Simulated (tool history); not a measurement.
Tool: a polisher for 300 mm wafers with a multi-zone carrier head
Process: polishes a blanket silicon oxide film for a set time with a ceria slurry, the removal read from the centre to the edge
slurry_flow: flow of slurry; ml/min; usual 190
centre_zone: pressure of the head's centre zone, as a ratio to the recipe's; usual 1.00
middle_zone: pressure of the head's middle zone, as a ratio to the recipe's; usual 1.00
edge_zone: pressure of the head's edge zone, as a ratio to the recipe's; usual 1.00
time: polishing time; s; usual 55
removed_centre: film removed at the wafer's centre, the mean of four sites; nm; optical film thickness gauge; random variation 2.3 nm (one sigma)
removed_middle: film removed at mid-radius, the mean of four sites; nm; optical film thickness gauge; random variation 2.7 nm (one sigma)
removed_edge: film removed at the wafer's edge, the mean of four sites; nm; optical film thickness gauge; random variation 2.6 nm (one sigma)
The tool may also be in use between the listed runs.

run	hour	slurry_flow	centre_zone	middle_zone	edge_zone	time	incoming thickness of the incoming film, nm	removed_centre	removed_middle	removed_edge
1	0.0	190	1.05	1.00	0.92	55	1211.2	377.3	362.2	365.6
2	97.0	190	1.07	1.00	1.00	55	1211.8	385.5	358.4	366.8
# hour 114.5: centre zone pressure recalibrated
# hour 139.2: slurry nozzle cleaned
3	203.1	190	0.93	0.93	1.00	68	1222.4	415.2	426.8	462.8
# hour 218.7: worn pad replaced by a new one
4	258.7	190	1.05	1.00	0.92	55	1222.5	393.6	369.7	370.9
5	333.6	190	1.00	1.00	0.94	71	1228.5	474.1	475.5	480.0
# hour 340.5: carrier head's membrane replaced by a new one
# hour 485.7: edge zone pressure recalibrated
6	505.3	225	1.00	0.92	1.00	38	1234.6	253.5	242.1	259.1
7	580.4	190	1.00	0.89	1.00	55	1248.7	357.4	333.7	366.8
8	617.7	190	0.94	1.09	1.00	55	1249.7	339.7	385.2	371.9
9	679.5	190	1.00	0.91	0.88	55	1234.2	356.6	337.6	344.5
10	765.0	190	1.00	1.09	1.00	55	1251.8	355.9	381.5	368.0
# hour 796.2: slurry nozzle cleaned
11	804.7	230	1.00	1.00	1.00	66	1214.7	440.1	437.2	443.4
12	888.4	190	0.95	1.00	0.95	55	1238.6	341.2	358.2	361.6
# hour 896.6: worn pad replaced by a new one
13	928.1	190	1.11	1.00	1.04	36	1207.6	269.8	245.1	256.8
14	981.2	190	1.00	1.05	0.91	72	1221.3	484.0	493.7	476.7
# hour 1065.9: carrier head's membrane replaced by a new one
15	1089.1	190	1.00	1.00	0.94	39	1238.5	254.8	255.5	259.8
16	1147.4	150	1.00	1.10	1.07	39	1224.4	248.8	266.8	268.8
# hour 1170.4: centre zone pressure recalibrated
17	1197.9	210	1.00	1.00	1.09	60	1223.1	396.9	394.1	425.3
18	1252.8	140	1.00	1.00	0.88	55	1229.5	342.6	348.5	338.5

The next listed run, before its measurement:
# hour 1297.6: edge zone pressure recalibrated
19	1326.3	190	1.00	1.00	1.00	55	1239.9	?	?	?

Run 19 gave removed_centre 360.6 nm, removed_middle 360.0 nm, removed_edge 373.3 nm.
Without the tool's hidden state the same run would have given removed_centre 380.8 nm, removed_middle 380.2 nm, removed_edge 394.2 nm.
